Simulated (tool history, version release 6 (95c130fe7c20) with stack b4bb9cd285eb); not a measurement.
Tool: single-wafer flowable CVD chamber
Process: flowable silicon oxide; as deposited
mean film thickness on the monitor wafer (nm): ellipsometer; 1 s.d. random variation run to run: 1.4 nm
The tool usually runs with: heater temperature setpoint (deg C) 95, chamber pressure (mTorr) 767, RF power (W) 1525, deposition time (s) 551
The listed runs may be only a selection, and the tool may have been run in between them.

run	hour	heater temperature setpoint (deg C)	chamber pressure (mTorr)	RF power (W)	deposition time (s)	read-back reference wafer on the same gauge, thickness_nm	mean film thickness on the monitor wafer (nm)
1	0	95	767	1320	551	339.935	325.015
2	40.9	95	718	1385	551	340.422	310.954
3	96.5	95	867	1390	551	340.077	371.408
4	134	95	867	1390	551	339.897	371.285
5	215.1	100	767	1715	551	340.026	304.268
6	264.6	100	767	1715	551	340.32	303.117
7	302.7	95	767	1740	551	340.384	349.922
8	365.3	95	767	1740	551	339.835	349.749
9	531.1	95	767	1525	586	339.752	362.789
10	597.4	95	767	1525	586	340.076	361.691
11	633.8	95	767	1525	551	340.15	338.383
12	673.7	95	767	1525	551	339.692	339.81
13	757.8	95	767	1525	551	339.869	339.203
14	804.7	103	711	1635	455	339.83	206.788
15	846	107	689	1765	660	340.278	265.525
# hour 889.8: gauge calibrated
# hour 903.7: thermocouple changed; heater temperature recalibrated
16	953.6	95	767	1795	551	340.175	360.569
# hour 1002.6: capacitance manometer re-zeroed and calibrated
17	1003.1	109	593	1295	503	340.112	153.143
18	1253.5	95	661	1380	551	340.06	288.965
19	1302.9	95	623	1525	551	340.411	279.869
# hour 1318.6: RF generator calibrated
20	1346	95	767	1525	551	340.078	343.33
21	1443.2	95	611	1525	551	340.138	273.304
# hour 1475.1: showerhead replaced, of another model than before
22	1549.2	95	626	1525	522	340.08	286.301
23	1655.3	95	767	1525	551	340.071	344.069
24	1733.4	95	767	1525	504	340.239	315.027
25	1961.9	95	929	1525	551	340.094	385.329
26	2231.5	95	767	1680	551	340.663	354.717
27	2295.6	106	767	1805	647	339.957	307.942
28	2360.3	95	767	1525	449	339.564	277.842
29	2440.9	95	767	1525	551	339.756	342.647

For some of the steps in mean film thickness on the monitor wafer (nm) from one run to the next: how much would appear even if the tool had no hidden state, given the settings, what came in and random variation, and how much remains for the hidden state plus any gauge scatter that the measured result and the result without hidden state don't share?
The hidden state here: wafer temperature above the value expected at the setpoint (K); delivered RF power above the setpoint (%); true pressure above the setpoint (%); gauge reads high (%).
Run 13 -> 14: heater temperature setpoint (deg C) 95 -> 103, chamber pressure (mTorr) 767 -> 711, RF power (W) 1525 -> 1635, deposition time (s) 551 -> 455. mean film thickness on the monitor wafer (nm) -132.415: hidden state +3.272, all else -135.687.
Run 15 -> 16: heater temperature setpoint (deg C) 107 -> 95, chamber pressure (mTorr) 689 -> 767, RF power (W) 1765 -> 1795, deposition time (s) 660 -> 551, gauge calibrated, thermocouple changed; heater temperature recalibrated. mean film thickness on the monitor wafer (nm) +95.044: hidden state +6.713, all else +88.331.
Run 16 -> 17: heater temperature setpoint (deg C) 95 -> 109, chamber pressure (mTorr) 767 -> 593, RF power (W) 1795 -> 1295, deposition time (s) 551 -> 503, capacitance manometer re-zeroed and calibrated. mean film thickness on the monitor wafer (nm) -207.426: hidden state -0.104, all else -207.322.
Run 17 -> 18: heater temperature setpoint (deg C) 109 -> 95, chamber pressure (mTorr) 593 -> 661, RF power (W) 1295 -> 1380, deposition time (s) 503 -> 551. mean film thickness on the monitor wafer (nm) +135.822: hidden state -1.932, all else +137.754.
